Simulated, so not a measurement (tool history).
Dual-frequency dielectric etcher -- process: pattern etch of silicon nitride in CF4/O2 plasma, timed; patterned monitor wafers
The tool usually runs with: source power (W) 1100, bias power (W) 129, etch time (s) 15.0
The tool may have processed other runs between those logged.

run,hour,source power (W),bias power (W),etch time (s),wafers since the last listed run,hours since the last wet clean,hours since the last source power generator calibration,hours since the last bias power generator calibration,hours since the last upper electrode change,hours since the gauge calibration,"read-back reference wafer on the same gauge, depth_nm",mean etch depth across the wafer (Å)
1,0.0,1100,129,15.0,0,64.9,1334.8,2141.9,2205.4,170.6,45.5,513
2,19.6,1100,129,15.0,234,84.5,1354.4,2161.5,2225.0,190.2,45.5,507
3,50.5,1100,129,15.0,369,115.4,1385.3,2192.4,2255.9,221.1,45.5,511
4,62.8,1100,129,15.0,146,127.7,1397.6,2204.7,2268.2,233.4,45.4,504
5,96.0,1100,129,15.0,396,160.9,1430.8,2237.9,2301.4,266.6,45.5,504
6,130.6,1100,129,15.0,413,195.5,1465.4,2272.5,2336.0,301.2,45.5,508
7,150.8,1100,129,15.0,241,215.7,1485.6,2292.7,2356.2,321.4,45.5,501
8,168.7,1100,129,15.0,213,233.6,1503.5,2310.6,2374.1,339.3,45.5,500
9,183.8,1100,129,15.0,180,248.7,1518.6,2325.7,2389.2,354.4,45.5,498
10,211.6,1100,129,15.0,332,276.5,1546.4,2353.5,2417.0,382.2,45.5,498
11,238.2,1100,129,15.0,317,303.1,1573.0,2380.1,2443.6,408.8,45.5,501
12,266.8,1100,129,15.0,341,331.7,1601.6,2408.7,2472.2,437.4,45.5,495
13,283.8,1260,129,15.0,203,348.7,1618.6,2425.7,2489.2,454.4,45.4,531
# hour 308.7: upper electrode replaced
14,313.9,860,157,19.0,72,378.8,1648.7,2455.8,5.2,484.5,45.5,583
# hour 329.1: gauge calibrated
# hour 338.7: source power generator calibrated
15,340.0,980,107,11.5,264,404.9,1.3,2481.9,31.3,10.9,45.5,335
16,373.7,1100,129,15.0,402,438.6,35.0,2515.6,65.0,44.6,45.5,488
# hour 398.5: wet clean of the chamber
17,403.2,1030,99,13.5,65,4.7,64.5,2545.1,94.5,74.1,45.5,418
# hour 420.7: bias power generator calibrated
18,432.8,1100,129,15.0,305,34.3,94.1,12.1,124.1,103.7,45.5,521
19,452.1,1100,112,13.0,230,53.6,113.4,31.4,143.4,123.0,45.5,426
20,479.7,1100,147,15.0,329,81.2,141.0,59.0,171.0,150.6,45.5,535
21,494.8,1100,129,15.0,180,96.3,156.1,74.1,186.1,165.7,45.5,514
22,509.9,1360,104,17.5,180,111.4,171.2,89.2,201.2,180.8,45.5,634
23,535.3,1100,129,15.0,303,136.8,196.6,114.6,226.6,206.2,45.5,511
24,561.2,850,129,11.5,309,162.7,222.5,140.5,252.5,232.1,45.5,341

Each row is a separate what-if for the run after 24, all from the same tool condition, not one after another. Results?
A,561.6,1100,129,16.5,4,163.1,222.9,140.9,252.9,232.5,?,?
B,561.6,880,141,15.0,4,163.1,222.9,140.9,252.9,232.5,?,?
C,561.6,1380,129,13.0,4,163.1,222.9,140.9,252.9,232.5,?,?
D,561.6,850,108,15.0,4,163.1,222.9,140.9,252.9,232.5,?,?

run,"read-back reference wafer on the same gauge, depth_nm",mean etch depth across the wafer (Å)
A,45.5,557
B,45.5,464
C,45.5,499
D,45.5,422
With the hidden condition removed and each run's random variation left untouched, the same runs would have given:
run,mean etch depth across the wafer (Å)
A,568
B,473
C,509
D,430
